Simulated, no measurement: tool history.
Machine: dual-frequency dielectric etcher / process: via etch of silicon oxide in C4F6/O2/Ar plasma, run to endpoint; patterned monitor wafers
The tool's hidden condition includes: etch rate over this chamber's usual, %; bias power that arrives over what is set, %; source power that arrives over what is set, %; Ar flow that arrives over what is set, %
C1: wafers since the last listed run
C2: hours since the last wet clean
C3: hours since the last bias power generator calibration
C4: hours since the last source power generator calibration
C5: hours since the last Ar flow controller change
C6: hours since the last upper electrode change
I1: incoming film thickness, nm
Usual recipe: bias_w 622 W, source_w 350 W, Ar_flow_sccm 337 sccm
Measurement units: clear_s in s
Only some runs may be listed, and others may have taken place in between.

{"run": 1, "day": 0.0, "bias_w": 622, "source_w": 300, "Ar_flow_sccm": 337, "C1": 0, "C2": 434.6, "C3": 4056.2, "C4": 1956.2, "C5": 5577.5, "C6": 3015.4, "I1": 129.6, "clear_s": 29.0}
{"run": 2, "day": 0.308, "bias_w": 622, "source_w": 350, "Ar_flow_sccm": 337, "C1": 95, "C2": 442.0, "C3": 4063.6, "C4": 1963.6, "C5": 5584.9, "C6": 3022.8, "I1": 128.2, "clear_s": 27.2}
{"run": 3, "day": 0.654, "bias_w": 622, "source_w": 350, "Ar_flow_sccm": 337, "C1": 106, "C2": 450.3, "C3": 4071.9, "C4": 1971.9, "C5": 5593.2, "C6": 3031.1, "I1": 130.9, "clear_s": 27.9}
{"run": 4, "day": 1.638, "bias_w": 622, "source_w": 350, "Ar_flow_sccm": 337, "C1": 303, "C2": 473.9, "C3": 4095.5, "C4": 1995.5, "C5": 5616.8, "C6": 3054.7, "I1": 129.0, "clear_s": 27.4}
{"run": 5, "day": 1.929, "bias_w": 622, "source_w": 350, "Ar_flow_sccm": 337, "C1": 90, "C2": 480.9, "C3": 4102.5, "C4": 2002.5, "C5": 5623.8, "C6": 3061.7, "I1": 127.1, "clear_s": 27.0}
{"run": 6, "day": 2.392, "bias_w": 622, "source_w": 350, "Ar_flow_sccm": 337, "C1": 142, "C2": 492.0, "C3": 4113.6, "C4": 2013.6, "C5": 5634.9, "C6": 3072.8, "I1": 127.9, "clear_s": 27.3}
{"run": 7, "day": 2.904, "bias_w": 622, "source_w": 380, "Ar_flow_sccm": 290, "C1": 158, "C2": 504.3, "C3": 4125.9, "C4": 2025.9, "C5": 5647.2, "C6": 3085.1, "I1": 128.9, "clear_s": 26.5}
{"run": 8, "day": 3.208, "bias_w": 622, "source_w": 380, "Ar_flow_sccm": 290, "C1": 93, "C2": 511.6, "C3": 4133.2, "C4": 2033.2, "C5": 5654.5, "C6": 3092.4, "I1": 128.8, "clear_s": 26.4}
{"day": 4.325, "done": "wet clean of the chamber"}
{"day": 4.604, "done": "upper electrode replaced"}
{"run": 9, "day": 4.625, "bias_w": 622, "source_w": 380, "Ar_flow_sccm": 290, "C1": 41, "C2": 7.2, "C3": 4167.2, "C4": 2067.2, "C5": 5688.5, "C6": 0.5, "I1": 128.2, "clear_s": 25.8}
{"run": 10, "day": 4.638, "bias_w": 622, "source_w": 350, "Ar_flow_sccm": 337, "C1": 3, "C2": 7.5, "C3": 4167.5, "C4": 2067.5, "C5": 5688.8, "C6": 0.8, "I1": 128.7, "clear_s": 26.9}
{"run": 11, "day": 4.654, "bias_w": 622, "source_w": 350, "Ar_flow_sccm": 337, "C1": 5, "C2": 7.9, "C3": 4167.9, "C4": 2067.9, "C5": 5689.2, "C6": 1.2, "I1": 128.2, "clear_s": 26.7}
{"run": 12, "day": 4.946, "bias_w": 622, "source_w": 350, "Ar_flow_sccm": 337, "C1": 90, "C2": 14.9, "C3": 4174.9, "C4": 2074.9, "C5": 5696.2, "C6": 8.2, "I1": 128.2, "clear_s": 26.7}
{"run": 13, "day": 5.692, "bias_w": 622, "source_w": 350, "Ar_flow_sccm": 337, "C1": 230, "C2": 32.8, "C3": 4192.8, "C4": 2092.8, "C5": 5714.1, "C6": 26.1, "I1": 128.3, "clear_s": 26.6}
{"run": 14, "day": 5.954, "bias_w": 622, "source_w": 350, "Ar_flow_sccm": 265, "C1": 81, "C2": 39.1, "C3": 4199.1, "C4": 2099.1, "C5": 5720.4, "C6": 32.4, "I1": 128.7, "clear_s": 26.4}
{"run": 15, "day": 6.333, "bias_w": 622, "source_w": 400, "Ar_flow_sccm": 280, "C1": 117, "C2": 48.2, "C3": 4208.2, "C4": 2108.2, "C5": 5729.5, "C6": 41.5, "I1": 127.8, "clear_s": 25.2}
{"run": 16, "day": 6.842, "bias_w": 490, "source_w": 260, "Ar_flow_sccm": 337, "C1": 156, "C2": 60.4, "C3": 4220.4, "C4": 2120.4, "C5": 5741.7, "C6": 53.7, "I1": 130.2, "clear_s": 32.5}
{"day": 7.317, "done": "Ar flow controller replaced"}
{"day": 7.467, "done": "source power generator calibrated"}
{"run": 17, "day": 7.492, "bias_w": 622, "source_w": 300, "Ar_flow_sccm": 337, "C1": 77, "C2": 76.0, "C3": 4236.0, "C4": 0.6, "C5": 4.2, "C6": 69.3, "I1": 129.1, "clear_s": 28.3}
{"run": 18, "day": 7.817, "bias_w": 622, "source_w": 270, "Ar_flow_sccm": 261, "C1": 100, "C2": 83.8, "C3": 4243.8, "C4": 8.4, "C5": 12.0, "C6": 77.1, "I1": 128.4, "clear_s": 28.7}
{"run": 19, "day": 8.538, "bias_w": 622, "source_w": 350, "Ar_flow_sccm": 337, "C1": 222, "C2": 101.1, "C3": 4261.1, "C4": 25.7, "C5": 29.3, "C6": 94.4, "I1": 128.3, "clear_s": 26.9}
{"run": 20, "day": 9.221, "bias_w": 622, "source_w": 350, "Ar_flow_sccm": 337, "C1": 211, "C2": 117.5, "C3": 4277.5, "C4": 42.1, "C5": 45.7, "C6": 110.8, "I1": 129.2, "clear_s": 27.0}
{"run": 21, "day": 9.725, "bias_w": 622, "source_w": 350, "Ar_flow_sccm": 337, "C1": 155, "C2": 129.6, "C3": 4289.6, "C4": 54.2, "C5": 57.8, "C6": 122.9, "I1": 129.0, "clear_s": 27.1}
{"run": 22, "day": 10.025, "bias_w": 558, "source_w": 300, "Ar_flow_sccm": 289, "C1": 92, "C2": 136.8, "C3": 4296.8, "C4": 61.4, "C5": 65.0, "C6": 130.1, "I1": 129.1, "clear_s": 29.4}
{"run": 23, "day": 10.554, "bias_w": 622, "source_w": 270, "Ar_flow_sccm": 261, "C1": 163, "C2": 149.5, "C3": 4309.5, "C4": 74.1, "C5": 77.7, "C6": 142.8, "I1": 127.6, "clear_s": 28.4}
{"day": 10.746, "done": "bias power generator calibrated"}
{"run": 24, "day": 11.238, "bias_w": 746, "source_w": 270, "Ar_flow_sccm": 337, "C1": 159, "C2": 165.9, "C3": 11.8, "C4": 90.5, "C5": 94.1, "C6": 159.2, "I1": 128.2, "clear_s": 27.4}
{"run": 25, "day": 11.967, "bias_w": 764, "source_w": 430, "Ar_flow_sccm": 368, "C1": 225, "C2": 183.4, "C3": 29.3, "C4": 108.0, "C5": 111.6, "C6": 176.7, "I1": 127.2, "clear_s": 23.3}
{"run": 26, "day": 12.558, "bias_w": 676, "source_w": 320, "Ar_flow_sccm": 316, "C1": 182, "C2": 197.6, "C3": 43.5, "C4": 122.2, "C5": 125.8, "C6": 190.9, "I1": 129.7, "clear_s": 27.2}
{"run": 27, "day": 13.108, "bias_w": 622, "source_w": 350, "Ar_flow_sccm": 337, "C1": 169, "C2": 210.8, "C3": 56.7, "C4": 135.4, "C5": 139.0, "C6": 204.1, "I1": 128.7, "clear_s": 27.0}
{"run": 28, "day": 13.762, "bias_w": 622, "source_w": 440, "Ar_flow_sccm": 337, "C1": 201, "C2": 226.5, "C3": 72.4, "C4": 151.1, "C5": 154.7, "C6": 219.8, "I1": 128.3, "clear_s": 25.1}
{"run": 29, "day": 14.354, "bias_w": 622, "source_w": 280, "Ar_flow_sccm": 259, "C1": 182, "C2": 240.7, "C3": 86.6, "C4": 165.3, "C5": 168.9, "C6": 234.0, "I1": 130.0, "clear_s": 28.8}

What was the tool's hidden state at every run in the log?
bias power that arrives over what is set, %: 0 in every run
source power that arrives over what is set, %: 0 in every run
Ar flow that arrives over what is set, %: 0 in every run
H1: etch rate over this chamber's usual, %
run=1 H1=-1.93
run=2 H1=-1.97
run=3 H1=-2.01
run=4 H1=-2.13
run=5 H1=-2.17
run=6 H1=-2.23
run=7 H1=-2.29
run=8 H1=-2.33
run=9 H1=0.0444
run=10 H1=0.0428
run=11 H1=0.0408
run=12 H1=0.00517
run=13 H1=-0.0859
run=14 H1=-0.118
run=15 H1=-0.164
run=16 H1=-0.226
run=17 H1=-0.306
run=18 H1=-0.346
run=19 H1=-0.434
run=20 H1=-0.517
run=21 H1=-0.579
run=22 H1=-0.615
run=23 H1=-0.68
run=24 H1=-0.763
run=25 H1=-0.853
run=26 H1=-0.925
run=27 H1=-0.992
run=28 H1=-1.07
run=29 H1=-1.14

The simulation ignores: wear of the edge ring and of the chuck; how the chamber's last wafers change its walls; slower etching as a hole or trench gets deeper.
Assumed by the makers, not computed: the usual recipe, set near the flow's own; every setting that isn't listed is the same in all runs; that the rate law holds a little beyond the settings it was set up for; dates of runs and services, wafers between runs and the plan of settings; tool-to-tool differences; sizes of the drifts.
